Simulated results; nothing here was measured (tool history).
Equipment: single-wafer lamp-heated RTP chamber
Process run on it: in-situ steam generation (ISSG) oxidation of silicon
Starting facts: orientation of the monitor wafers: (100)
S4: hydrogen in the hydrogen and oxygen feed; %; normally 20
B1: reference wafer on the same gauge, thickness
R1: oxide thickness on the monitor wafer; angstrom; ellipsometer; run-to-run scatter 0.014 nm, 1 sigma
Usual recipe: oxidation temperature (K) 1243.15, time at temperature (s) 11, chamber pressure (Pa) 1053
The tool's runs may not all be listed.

Run 1, hour 0.0: usual settings but chamber pressure (Pa) 1187, S4 14 %; B1 3.231. Result: R1 32.81 angstrom.
Run 2, hour 19.4: usual settings; B1 3.231. Result: R1 35.79 angstrom.
Run 3, hour 43.5: usual settings; B1 3.231. Result: R1 36.05 angstrom.
Run 4, hour 57.5: usual settings; B1 3.233. Result: R1 35.93 angstrom.
Run 5, hour 91.7: usual settings; B1 3.232. Result: R1 35.88 angstrom.
Run 6, hour 127.7: usual settings; B1 3.230. Result: R1 36.01 angstrom.
Run 7, hour 156.7: usual settings but chamber pressure (Pa) 947; B1 3.231. Result: R1 35.61 angstrom.
At hour 183.9: gauge calibrated.
Run 8, hour 192.5: usual settings; B1 3.231. Result: R1 36.06 angstrom.
At hour 208.0: hydrogen flow controller replaced.
Run 9, hour 272.1: usual settings but S4 27 %; B1 3.235. Result: R1 39.11 angstrom.
Run 10, hour 287.4: usual settings but S4 27 %; B1 3.229. Result: R1 39.00 angstrom.
Run 11, hour 318.2: usual settings; B1 3.228. Result: R1 36.06 angstrom.
Run 12, hour 343.1: usual settings; B1 3.228. Result: R1 36.13 angstrom.
Run 13, hour 359.3: usual settings; B1 3.230. Result: R1 36.12 angstrom.
Run 14, hour 378.1: usual settings but oxidation temperature (K) 1261.15, chamber pressure (Pa) 1133; B1 3.226. Result: R1 37.83 angstrom.
Run 15, hour 409.6: usual settings but time at temperature (s) 9; B1 3.229. Result: R1 33.43 angstrom.
Run 16, hour 424.3: usual settings but chamber pressure (Pa) 960; B1 3.228. Result: R1 36.18 angstrom.
Run 17, hour 444.2: usual settings but oxidation temperature (K) 1248.15, time at temperature (s) 7, chamber pressure (Pa) 947, S4 24 %; B1 3.228. Result: R1 31.97 angstrom.
Run 18, hour 462.9: usual settings but chamber pressure (Pa) 1200; B1 3.231. Result: R1 35.63 angstrom.
Run 19, hour 492.2: usual settings but oxidation temperature (K) 1227.15, time at temperature (s) 15, S4 25 %; B1 3.229. Result: R1 40.89 angstrom.
Run 20, hour 506.4: usual settings but time at temperature (s) 12, chamber pressure (Pa) 1253, S4 12 %; B1 3.226. Result: R1 32.79 angstrom.
Run 21, hour 541.3: usual settings but oxidation temperature (K) 1232.15, time at temperature (s) 7; B1 3.230. Result: R1 29.45 angstrom.
At hour 555.2: pressure gauge zeroed.
At hour 563.5: pyrometer window cleaned and pyrometer calibrated.
Run 22, hour 572.5: usual settings but time at temperature (s) 12; B1 3.230. Result: R1 36.59 angstrom.
Run 23, hour 587.4: usual settings; B1 3.231. Result: R1 35.46 angstrom.
Run 24, hour 621.5: usual settings but oxidation temperature (K) 1255.15; B1 3.230. Result: R1 36.60 angstrom.
Run 25, hour 649.6: usual settings; B1 3.233. Result: R1 35.50 angstrom.
Run 26, hour 676.1: usual settings but time at temperature (s) 7, chamber pressure (Pa) 920, S4 26 %; B1 3.229. Result: R1 32.07 angstrom.
Run 27, hour 691.5: usual settings but time at temperature (s) 10, chamber pressure (Pa) 920, S4 15 %; B1 3.232. Result: R1 31.44 angstrom.
Run 28, hour 704.5: usual settings; B1 3.232. Result: R1 35.39 angstrom.
Run 29, hour 728.5: usual settings; B1 3.230. Result: R1 35.75 angstrom.
Run 30, hour 740.6: usual settings but time at temperature (s) 7; B1 3.230. Result: R1 29.78 angstrom.
Run 31, hour 774.6: usual settings; B1 3.229. Result: R1 35.79 angstrom.

Below, some changes in R1 between adjacent runs. For each, the amount present without the hidden state too (settings, incoming material, random variation) and the amount remaining for the hidden state with gauge scatter not shared by both compared results:
Hidden state at play: true wafer temperature minus pyrometer reading, K; true pressure minus gauge reading, Torr; deviation of the hydrogen flow from its setpoint, %; gauge reads high (%).
Run 14 -> 15: oxidation temperature (K) 1261.15 -> 1243.15, time at temperature (s) 11 -> 9, chamber pressure (Pa) 1133 -> 1053. R1 -4.40 angstrom: hidden state -0.28, all else -4.12.
Run 19 -> 20: oxidation temperature (K) 1227.15 -> 1243.15, time at temperature (s) 15 -> 12, chamber pressure (Pa) 1053 -> 1253, S4 25 -> 12. R1 -8.10 angstrom: hidden state -0.19, all else -7.91.
Run 20 -> 21: oxidation temperature (K) 1243.15 -> 1232.15, time at temperature (s) 12 -> 7, chamber pressure (Pa) 1253 -> 1053, S4 12 -> 20. R1 -3.34 angstrom: hidden state -0.26, all else -3.08.
Run 21 -> 22: oxidation temperature (K) 1232.15 -> 1243.15, time at temperature (s) 7 -> 12, pressure gauge zeroed, pyrometer window cleaned and pyrometer calibrated. R1 +7.14 angstrom: hidden state -0.45, all else +7.59.
Run 30 -> 31: time at temperature (s) 7 -> 11. R1 +6.01 angstrom: hidden state +0.15, all else +5.86.
